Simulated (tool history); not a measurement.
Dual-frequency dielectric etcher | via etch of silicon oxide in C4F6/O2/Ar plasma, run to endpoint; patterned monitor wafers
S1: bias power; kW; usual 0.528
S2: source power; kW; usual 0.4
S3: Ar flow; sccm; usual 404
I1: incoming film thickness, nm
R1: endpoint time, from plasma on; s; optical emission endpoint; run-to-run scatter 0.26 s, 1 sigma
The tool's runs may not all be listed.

run 1 hour=0 | S1=0.614 S2=0.4 S3=381 | I1=123.6 | R1=27.6
run 2 hour=31.5 | S1=0.614 S2=0.4 S3=381 | I1=122.8 | R1=27.1
run 3 hour=46.8 | S1=0.614 S2=0.4 S3=381 | I1=123.6 | R1=27.3
run 4 hour=80.1 | S1=0.528 S2=0.4 S3=404 | I1=122.2 | R1=28.6
run 5 hour=100 | S1=0.528 S2=0.4 S3=404 | I1=121.4 | R1=28
-- hour=113.1 bias power generator calibrated
run 6 hour=119.2 | S1=0.528 S2=0.4 S3=404 | I1=123.2 | R1=28.6
-- hour=153.7 wet clean of the chamber
-- hour=158 upper electrode replaced
run 7 hour=158.5 | S1=0.528 S2=0.4 S3=438 | I1=123.4 | R1=31.8
-- hour=172.1 Ar flow controller replaced
run 8 hour=172.6 | S1=0.528 S2=0.4 S3=438 | I1=122.1 | R1=31.5
run 9 hour=187 | S1=0.528 S2=0.4 S3=438 | I1=122.5 | R1=31.9
run 10 hour=200.5 | S1=0.589 S2=0.33 S3=404 | I1=123.8 | R1=34
-- hour=216.9 source power generator calibrated
-- hour=232.6 wet clean of the chamber, repeated, since the last time left the tool worse
run 11 hour=234.1 | S1=0.528 S2=0.4 S3=404 | I1=123.7 | R1=29.5
run 12 hour=252.3 | S1=0.528 S2=0.4 S3=438 | I1=122.1 | R1=29.4
run 13 hour=283.1 | S1=0.528 S2=0.48 S3=341 | I1=122.8 | R1=25.9
run 14 hour=312.6 | S1=0.415 S2=0.33 S3=375 | I1=124.7 | R1=34.2
run 15 hour=343.1 | S1=0.467 S2=0.5 S3=404 | I1=120.9 | R1=26.6
run 16 hour=364 | S1=0.599 S2=0.4 S3=456 | I1=122.9 | R1=28.1

Run-by-run hidden state of the tool:
bias power that arrives over what is set, %: 0 across all the runs
source power that arrives over what is set, %: 0 across all the runs
Ar flow that arrives over what is set, %: 0 across all the runs
H1: etch rate over this chamber's usual, %
run=1 H1=2.69
run=2 H1=3.04
run=3 H1=3.21
run=4 H1=3.58
run=5 H1=3.8
run=6 H1=4.01
run=7 H1=-6.85
run=8 H1=-6.69
run=9 H1=-6.54
run=10 H1=-6.39
run=11 H1=0.897
run=12 H1=1.1
run=13 H1=1.44
run=14 H1=1.77
run=15 H1=2.1
run=16 H1=2.34
